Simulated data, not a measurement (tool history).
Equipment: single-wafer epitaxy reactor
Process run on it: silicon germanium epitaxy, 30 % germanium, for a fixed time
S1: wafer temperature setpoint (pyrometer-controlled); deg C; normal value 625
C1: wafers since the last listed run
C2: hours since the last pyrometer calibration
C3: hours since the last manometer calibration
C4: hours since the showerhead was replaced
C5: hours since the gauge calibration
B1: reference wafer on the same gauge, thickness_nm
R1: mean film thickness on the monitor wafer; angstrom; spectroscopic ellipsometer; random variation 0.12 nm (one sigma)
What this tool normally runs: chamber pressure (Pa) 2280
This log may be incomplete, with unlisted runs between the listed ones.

run 1 day=0.000 | S1=625 chamber_pressure_(Pa)=2680 | C1=0 C2=2582.3 C3=2188.3 C4=5786.0 C5=64.8 | B1=81.012 | R1=907.88
run 2 day=0.329 | S1=625 chamber_pressure_(Pa)=2680 | C1=164 C2=2590.2 C3=2196.2 C4=5793.9 C5=72.7 | B1=80.976 | R1=909.44
run 3 day=0.696 | S1=625 chamber_pressure_(Pa)=2280 | C1=182 C2=2599.0 C3=2205.0 C4=5802.7 C5=81.5 | B1=81.012 | R1=838.36
run 4 day=1.038 | S1=625 chamber_pressure_(Pa)=2280 | C1=170 C2=2607.2 C3=2213.2 C4=5810.9 C5=89.7 | B1=80.963 | R1=842.59
run 5 day=1.346 | S1=625 chamber_pressure_(Pa)=2280 | C1=153 C2=2614.6 C3=2220.6 C4=5818.3 C5=97.1 | B1=81.011 | R1=839.73
run 6 day=1.854 | S1=633 chamber_pressure_(Pa)=2640 | C1=253 C2=2626.8 C3=2232.8 C4=5830.5 C5=109.3 | B1=80.973 | R1=1052.22
run 7 day=2.292 | S1=633 chamber_pressure_(Pa)=2640 | C1=218 C2=2637.3 C3=2243.3 C4=5841.0 C5=119.8 | B1=81.004 | R1=1051.56
run 8 day=2.754 | S1=633 chamber_pressure_(Pa)=2640 | C1=230 C2=2648.4 C3=2254.4 C4=5852.1 C5=130.9 | B1=81.034 | R1=1054.79
run 9 day=3.329 | S1=625 chamber_pressure_(Pa)=2280 | C1=286 C2=2662.2 C3=2268.2 C4=5865.9 C5=144.7 | B1=81.042 | R1=841.67
run 10 day=5.417 | S1=625 chamber_pressure_(Pa)=2280 | C1=1040 C2=2712.3 C3=2318.3 C4=5916.0 C5=194.8 | B1=80.927 | R1=841.70
-- day=5.488 gauge calibrated
run 11 day=6.117 | S1=625 chamber_pressure_(Pa)=2280 | C1=348 C2=2729.1 C3=2335.1 C4=5932.8 C5=15.1 | B1=81.012 | R1=841.99
run 12 day=6.488 | S1=625 chamber_pressure_(Pa)=2280 | C1=184 C2=2738.0 C3=2344.0 C4=5941.7 C5=24.0 | B1=81.036 | R1=842.60
-- day=6.862 pyrometer calibrated
run 13 day=6.900 | S1=625 chamber_pressure_(Pa)=2280 | C1=39 C2=0.9 C3=2353.9 C4=5951.6 C5=33.9 | B1=81.064 | R1=779.72
run 14 day=7.588 | S1=625 chamber_pressure_(Pa)=2280 | C1=342 C2=17.4 C3=2370.4 C4=5968.1 C5=50.4 | B1=81.062 | R1=783.06
-- day=8.254 capacitance manometer re-zeroed and calibrated
-- day=8.600 showerhead replaced
run 15 day=8.621 | S1=618 chamber_pressure_(Pa)=2440 | C1=182 C2=42.2 C3=8.8 C4=0.5 C5=75.2 | B1=81.020 | R1=728.32
run 16 day=8.658 | S1=611 chamber_pressure_(Pa)=1733 | C1=18 C2=43.1 C3=9.7 C4=1.4 C5=76.1 | B1=81.038 | R1=534.11
run 17 day=9.521 | S1=625 chamber_pressure_(Pa)=2280 | C1=429 C2=63.8 C3=30.4 C4=22.1 C5=96.8 | B1=80.971 | R1=811.89
run 18 day=9.967 | S1=611 chamber_pressure_(Pa)=2840 | C1=222 C2=74.5 C3=41.1 C4=32.8 C5=107.5 | B1=81.043 | R1=677.91
run 19 day=10.325 | S1=620 chamber_pressure_(Pa)=2280 | C1=178 C2=83.1 C3=49.7 C4=41.4 C5=116.1 | B1=81.028 | R1=733.00
run 20 day=10.788 | S1=615 chamber_pressure_(Pa)=1787 | C1=230 C2=94.2 C3=60.8 C4=52.5 C5=127.2 | B1=81.010 | R1=588.21
run 21 day=11.188 | S1=629 chamber_pressure_(Pa)=2466 | C1=199 C2=103.8 C3=70.4 C4=62.1 C5=136.8 | B1=81.088 | R1=909.03
run 22 day=11.479 | S1=625 chamber_pressure_(Pa)=2280 | C1=145 C2=110.8 C3=77.4 C4=69.1 C5=143.8 | B1=80.991 | R1=809.91
run 23 day=12.979 | S1=625 chamber_pressure_(Pa)=2280 | C1=747 C2=146.8 C3=113.4 C4=105.1 C5=179.8 | B1=81.021 | R1=809.84
-- day=13.767 gauge calibrated
run 24 day=14.454 | S1=625 chamber_pressure_(Pa)=2706 | C1=735 C2=182.2 C3=148.8 C4=140.5 C5=16.5 | B1=80.977 | R1=874.26
run 25 day=15.012 | S1=612 chamber_pressure_(Pa)=2280 | C1=278 C2=195.6 C3=162.2 C4=153.9 C5=29.9 | B1=80.979 | R1=624.06
run 26 day=15.612 | S1=638 chamber_pressure_(Pa)=1853 | C1=299 C2=210.0 C3=176.6 C4=168.3 C5=44.3 | B1=80.961 | R1=934.96
run 27 day=15.962 | S1=625 chamber_pressure_(Pa)=1720 | C1=174 C2=218.4 C3=185.0 C4=176.7 C5=52.7 | B1=80.948 | R1=703.20
run 28 day=16.254 | S1=611 chamber_pressure_(Pa)=2280 | C1=145 C2=225.4 C3=192.0 C4=183.7 C5=59.7 | B1=80.968 | R1=609.88

What if the next run were any one of these 5? Each begins from the tool's condition after run 28:
run A day=16.271 | S1=625 chamber_pressure_(Pa)=2280 | C1=8 C2=225.8 C3=192.4 C4=184.1 C5=60.1 | B1=? | R1=?
run B day=16.271 | S1=629 chamber_pressure_(Pa)=2786 | C1=8 C2=225.8 C3=192.4 C4=184.1 C5=60.1 | B1=? | R1=?
run C day=16.271 | S1=635 chamber_pressure_(Pa)=2280 | C1=8 C2=225.8 C3=192.4 C4=184.1 C5=60.1 | B1=? | R1=?
run D day=16.271 | S1=615 chamber_pressure_(Pa)=2280 | C1=8 C2=225.8 C3=192.4 C4=184.1 C5=60.1 | B1=? | R1=?
run E day=16.271 | S1=616 chamber_pressure_(Pa)=2040 | C1=8 C2=225.8 C3=192.4 C4=184.1 C5=60.1 | B1=? | R1=?

run=A B1=80.985 R1=808.25
run=B B1=80.985 R1=960.30
run=C B1=80.985 R1=981.38
run=D B1=80.985 R1=662.35
run=E B1=80.985 R1=640.47
What these runs would have given with no unlogged condition in the tool:
run=A R1=809.08
run=B R1=961.37
run=C R1=982.63
run=D R1=662.86
run=E R1=640.97
